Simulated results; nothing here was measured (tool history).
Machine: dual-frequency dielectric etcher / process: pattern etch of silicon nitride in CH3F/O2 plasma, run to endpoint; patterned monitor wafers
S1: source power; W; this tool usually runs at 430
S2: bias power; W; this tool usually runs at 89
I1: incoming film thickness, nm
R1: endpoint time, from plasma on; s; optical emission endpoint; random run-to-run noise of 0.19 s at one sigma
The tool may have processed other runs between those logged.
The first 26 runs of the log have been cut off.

Run 27, hour 551.3: usual settings but S1 530 W, S2 79 W; I1 52.6. Result: R1 55.4 s.
Run 28, hour 573.4: usual settings but S1 500 W, S2 82 W; I1 53.2. Result: R1 57.1 s.
Run 29, hour 591.3: usual settings but S1 490 W, S2 104 W; I1 53.2. Result: R1 53.7 s.
Run 30, hour 607.9: usual settings but S1 470 W; I1 52.6. Result: R1 56.9 s.
Run 31, hour 631.7: usual settings but S1 370 W, S2 106 W; I1 53.5. Result: R1 60.4 s.
Run 32, hour 661.9: usual settings; I1 53.3. Result: R1 60.2 s.
Run 33, hour 688.2: usual settings but S2 102 W; I1 52.9. Result: R1 57.2 s.
Run 34, hour 720.9: usual settings but S1 360 W, S2 110 W; I1 53.4. Result: R1 60.7 s.

Alternative continuations, all from the tool just after run 34; predict every row:
Run A, hour 721.4: usual settings; I1 53.3. Result: R1 ?.
Run B, hour 721.4: usual settings but S2 107 W; I1 53.3. Result: R1 ?.
Run C, hour 721.4: usual settings but S1 350 W, S2 81 W; I1 53.3. Result: R1 ?.
Run D, hour 721.4: usual settings but S1 500 W; I1 53.3. Result: R1 ?.
Run E, hour 721.4: usual settings but S1 340 W, S2 71 W; I1 53.3. Result: R1 ?.

run    R1
  A  60.0
  B  56.6
  C  67.7
  D  56.1
  E  71.2
With no hidden state in the tool, these same runs would have given:
run    R1
  A  58.5
  B  55.3
  C  66.0
  D  54.8
  E  69.5

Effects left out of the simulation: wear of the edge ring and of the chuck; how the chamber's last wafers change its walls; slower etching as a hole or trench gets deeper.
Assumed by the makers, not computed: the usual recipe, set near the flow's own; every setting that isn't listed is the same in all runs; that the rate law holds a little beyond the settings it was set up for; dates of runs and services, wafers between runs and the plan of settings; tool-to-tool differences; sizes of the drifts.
